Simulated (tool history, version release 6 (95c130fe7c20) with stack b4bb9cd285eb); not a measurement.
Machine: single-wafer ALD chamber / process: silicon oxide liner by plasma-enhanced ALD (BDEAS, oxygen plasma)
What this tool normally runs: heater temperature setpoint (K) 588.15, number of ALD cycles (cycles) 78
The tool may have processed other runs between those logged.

| run | hour | heater temperature setpoint (K) | number of ALD cycles (cycles) | read-back reference wafer on the same gauge, thickness_nm | mean film thickness on the monitor wafer (Å) |
|---|---|---|---|---|---|
| 1 | 0.0 | 598.15 | 72 | 9.431 | 71.84 |
| 2 | 12.6 | 588.15 | 84 | 9.421 | 85.31 |
| 3 | 30.2 | 593.15 | 78 | 9.421 | 78.76 |
| 4 | 53.0 | 588.15 | 78 | 9.427 | 78.98 |
| 5 | 87.1 | 588.15 | 78 | 9.431 | 78.84 |
| 6 | 100.4 | 588.15 | 78 | 9.435 | 79.42 |
| 7 | 118.4 | 588.15 | 78 | 9.429 | 78.84 |
| 8 | 144.0 | 588.15 | 78 | 9.430 | 79.24 |
| 9 | 160.0 | 601.15 | 86 | 9.434 | 85.67 |
| 10 | 174.8 | 594.15 | 89 | 9.429 | 89.74 |
| 11 | 204.4 | 576.15 | 78 | 9.438 | 80.82 |
| 12 | 226.3 | 588.15 | 93 | 9.423 | 94.12 |
| 13 | 249.8 | 593.15 | 64 | 9.422 | 64.24 |
| 14 | 277.7 | 588.15 | 78 | 9.426 | 79.08 |

Taken out of this log: 3 entries between the listed runs. Where each belongs, and how the hidden state differs across it:
In the gap between runs 6 and 7: gauge calibrated (hour 110.5)
  no difference in the tool's unlogged condition between these two runs
In the gap between runs 7 and 8: thermocouple changed; heater temperature recalibrated (hour 143.5)
  no difference in the tool's unlogged condition between these two runs
In the gap between runs 12 and 13: gauge calibrated (hour 245.5)
  no difference in the tool's unlogged condition between these two runs
